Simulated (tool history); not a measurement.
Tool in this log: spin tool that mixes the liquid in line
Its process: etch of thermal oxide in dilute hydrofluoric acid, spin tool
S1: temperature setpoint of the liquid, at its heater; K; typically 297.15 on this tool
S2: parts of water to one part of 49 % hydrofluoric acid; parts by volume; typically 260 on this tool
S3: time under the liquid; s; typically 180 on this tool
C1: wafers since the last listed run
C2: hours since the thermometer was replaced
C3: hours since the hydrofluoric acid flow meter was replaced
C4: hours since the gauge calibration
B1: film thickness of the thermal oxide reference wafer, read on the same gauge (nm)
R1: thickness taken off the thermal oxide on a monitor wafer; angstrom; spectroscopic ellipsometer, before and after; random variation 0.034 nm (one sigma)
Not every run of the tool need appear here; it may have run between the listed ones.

run,hour,S1,S2,S3,C1,C2,C3,C4,B1,R1
1,0,295.15,185,180,0,445.7,62.1,1299.2,100.001,38.35
2,69.1,297.15,260,180,425,514.8,131.2,1368.3,99.994,27.55
3,96,297.15,260,180,165,541.7,158.1,1395.2,99.945,28.32
4,142.3,297.15,260,180,285,588,204.4,1441.5,100.027,28.21
5,176.8,297.15,260,180,212,622.5,238.9,1476,99.984,27.64
6,201.5,294.65,185,180,152,647.2,263.6,1500.7,99.997,38.61
7,234.1,295.65,260,255,200,679.8,296.2,1533.3,100.021,38.49
8,301.1,295.65,260,255,412,746.8,363.2,1600.3,100.017,38.1
9,370.7,300.15,385,85,428,816.4,432.8,1669.9,100.008,8.68
10,442.4,297.15,225,180,441,888.1,504.5,1741.6,100.02,33.9
11,502.8,300.15,330,130,372,948.5,564.9,1802,100.009,17.35
12,566.8,297.15,260,115,394,1012.5,628.9,1866,99.987,18.01
13,634.8,294.15,260,145,418,1080.5,696.9,1934,100.025,20.78
14,703.4,301.15,260,180,422,1149.1,765.5,2002.6,100.002,34.13
15,758.8,297.15,260,180,341,1204.5,820.9,2058,100.008,29.24
# hour 762.1: gauge calibrated
16,803.1,297.15,160,180,272,1248.8,865.2,41,99.96,52.61
# hour 858.4: hydrofluoric acid flow meter replaced
17,868.7,297.15,260,180,398,1314.4,10.3,106.6,100.034,26.83
18,914.5,297.15,260,230,282,1360.2,56.1,152.4,100.016,34.66
19,967.7,295.65,260,255,327,1413.4,109.3,205.6,100.006,36.97
20,1016.4,297.15,260,285,300,1462.1,158,254.3,99.965,42.14
21,1063.4,301.15,260,85,289,1509.1,205,301.3,100.008,14.65
# hour 1068.5: thermometer replaced
22,1223,297.15,260,180,977,154.5,364.6,460.9,100.03,28.97
23,1279,297.15,195,180,345,210.5,420.6,516.9,99.998,41.46
24,1326.4,300.15,260,180,292,257.9,468,564.3,100.055,32.22
25,1356.8,293.15,200,235,187,288.3,498.4,594.7,100.007,47.18
26,1386.9,297.15,260,180,185,318.4,528.5,624.8,100.033,29.58
27,1423.3,300.15,260,180,224,354.8,564.9,661.2,99.998,33.54
28,1486.8,295.15,260,180,391,418.3,628.4,724.7,100.005,27.85
29,1565.2,297.15,385,180,483,496.7,706.8,803.1,99.975,18.13
30,1625.2,297.15,260,180,369,556.7,766.8,863.1,100.014,30.34
31,1679.8,292.65,215,140,336,611.3,821.4,917.7,100.012,25.7
32,1745.8,297.15,195,180,406,677.3,887.4,983.7,99.992,43.12

Below, some changes in R1 between adjacent runs. For each, the amount present without the hidden state too (settings, incoming material, random variation) and the amount remaining for the hidden state with gauge scatter not shared by both compared results:
Hidden state at play: liquid colder than its thermometer reads (K); hydrofluoric acid flow above the setpoint (%); gauge reads high (%).
Run 8 -> 9: S1 295.65 -> 300.15, S2 260 -> 385, S3 255 -> 85. R1 -29.42 angstrom: hidden state -0.3, all else -29.12.
Run 16 -> 17: S2 160 -> 260, hydrofluoric acid flow meter replaced. R1 -25.78 angstrom: hidden state -3.5, all else -22.28.
Run 20 -> 21: S1 297.15 -> 301.15, S3 285 -> 85. R1 -27.49 angstrom: hidden state +1.13, all else -28.62.
Run 21 -> 22: S1 301.15 -> 297.15, S3 85 -> 180, thermometer replaced. R1 +14.32 angstrom: hidden state +1.89, all else +12.43.
Run 31 -> 32: S1 292.65 -> 297.15, S2 215 -> 195, S3 140 -> 180. R1 +17.42 angstrom: hidden state +1.54, all else +15.88.
